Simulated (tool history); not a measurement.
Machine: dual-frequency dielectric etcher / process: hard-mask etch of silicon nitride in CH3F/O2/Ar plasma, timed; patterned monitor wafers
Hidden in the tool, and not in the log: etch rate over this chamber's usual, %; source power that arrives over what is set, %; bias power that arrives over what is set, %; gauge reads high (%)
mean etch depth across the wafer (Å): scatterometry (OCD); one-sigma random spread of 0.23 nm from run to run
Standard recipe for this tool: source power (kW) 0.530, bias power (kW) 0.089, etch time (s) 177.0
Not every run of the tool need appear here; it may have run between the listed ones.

run     day  source power (kW)  bias power (kW)  etch time (s)  wafers since the last listed run  hours since the last wet clean  hours since the last source power generator calibration  hours since the last bias power generator calibration  hours since the last upper electrode change  hours since the gauge calibration  read-back reference wafer on the same gauge, depth_nm  mean etch depth across the wafer (Å)
  1   0.000              0.530            0.089          177.0                                 0                           375.7                                                   4854.1                                                    9.1                                          0.9                               29.1                                                  151.1                                  1503
  2   0.017              0.530            0.089          177.0                                 3                           376.1                                                   4854.5                                                    9.5                                          1.3                               29.5                                                  151.0                                  1505
  3   0.304              0.530            0.089          177.0                                53                           383.0                                                   4861.4                                                   16.4                                          8.2                               36.4                                                  151.1                                  1502
  4   0.675              0.530            0.089          177.0                                68                           391.9                                                   4870.3                                                   25.3                                         17.1                               45.3                                                  150.9                                  1498
  5   1.088              0.530            0.089          177.0                                76                           401.8                                                   4880.2                                                   35.2                                         27.0                               55.2                                                  151.0                                  1500
  6   1.458              0.610            0.075          153.5                                68                           410.7                                                   4889.1                                                   44.1                                         35.9                               64.1                                                  150.9                                  1277
  7   2.104              0.470            0.077          218.5                               119                           426.2                                                   4904.6                                                   59.6                                         51.4                               79.6                                                  151.0                                  1631
  8   2.442              0.530            0.089          177.0                                62                           434.3                                                   4912.7                                                   67.7                                         59.5                               87.7                                                  151.0                                  1500
  9   2.721              0.650            0.100          177.0                                51                           441.0                                                   4919.4                                                   74.4                                         66.2                               94.4                                                  150.9                                  1734
 10   3.217              0.530            0.071          208.0                                92                           452.9                                                   4931.3                                                   86.3                                         78.1                              106.3                                                  150.9                                  1572
 11   3.825              0.440            0.071          177.0                               112                           467.5                                                   4945.9                                                  100.9                                         92.7                              120.9                                                  151.0                                  1226
 12   4.250              0.530            0.089          217.5                                78                           477.7                                                   4956.1                                                  111.1                                        102.9                              131.1                                                  151.0                                  1837
 13   4.812              0.530            0.068          177.0                               104                           491.2                                                   4969.6                                                  124.6                                        116.4                              144.6                                                  151.1                                  1312
 14   5.104              0.470            0.089          177.0                                54                           498.2                                                   4976.6                                                  131.6                                        123.4                              151.6                                                  151.0                                  1417
      5.879  -- source power generator calibrated
 15   5.900              0.410            0.096          148.0                               116                           517.3                                                      0.5                                                  150.7                                        142.5                              170.7                                                  151.0                                  1151
 16   6.450              0.570            0.102          220.0                               102                           530.5                                                     13.7                                                  163.9                                        155.7                              183.9                                                  151.0                                  2053
 17   6.733              0.620            0.075          127.0                                52                           537.3                                                     20.5                                                  170.7                                        162.5                              190.7                                                  150.9                                  1057
      8.029  -- wet clean of the chamber
 18   8.050              0.610            0.075          153.5                                58                             0.5                                                     52.1                                                  202.3                                        194.1                              222.3                                                  151.0                                  1286
 19   8.062              0.440            0.089          191.5                                 2                             0.8                                                     52.4                                                  202.6                                        194.4                              222.6                                                  150.9                                  1503
 20   8.079              0.450            0.081          130.0                                 3                             1.2                                                     52.8                                                  203.0                                        194.8                              223.0                                                  151.0                                   983
 21   8.221              0.530            0.089          177.0                                26                             4.6                                                     56.2                                                  206.4                                        198.2                              226.4                                                  151.0                                  1514
 22   8.954              0.580            0.089          177.0                               136                            22.2                                                     73.8                                                  224.0                                        215.8                              244.0                                                  151.0                                  1569
 23   9.662              0.530            0.089          177.0                               131                            39.2                                                     90.8                                                  241.0                                        232.8                              261.0                                                  151.0                                  1507
 24  10.042              0.530            0.089          177.0                                70                            48.3                                                     99.9                                                  250.1                                        241.9                              270.1                                                  151.0                                  1508
 25  10.388              0.590            0.104          177.0                                64                            56.6                                                    108.2                                                  258.4                                        250.2                              278.4                                                  151.0                                  1708
 26  10.912              0.530            0.097          133.0                                97                            69.2                                                    120.8                                                  271.0                                        262.8                              291.0                                                  151.0                                  1184

Estimate the outcome of run 27 from the log above:
 27  11.596              0.530            0.089          208.5                               126                            85.6                                                    137.2                                                  287.4                                        279.2                              307.4                                                      ?                                     ?

Run 27 produced read-back reference wafer on the same gauge, depth_nm 150.9, mean etch depth across the wafer (Å) 1775.
Take away the tool's hidden state, keep the run-to-run variation as it was, and the same run would have given mean etch depth across the wafer (Å) 1774.
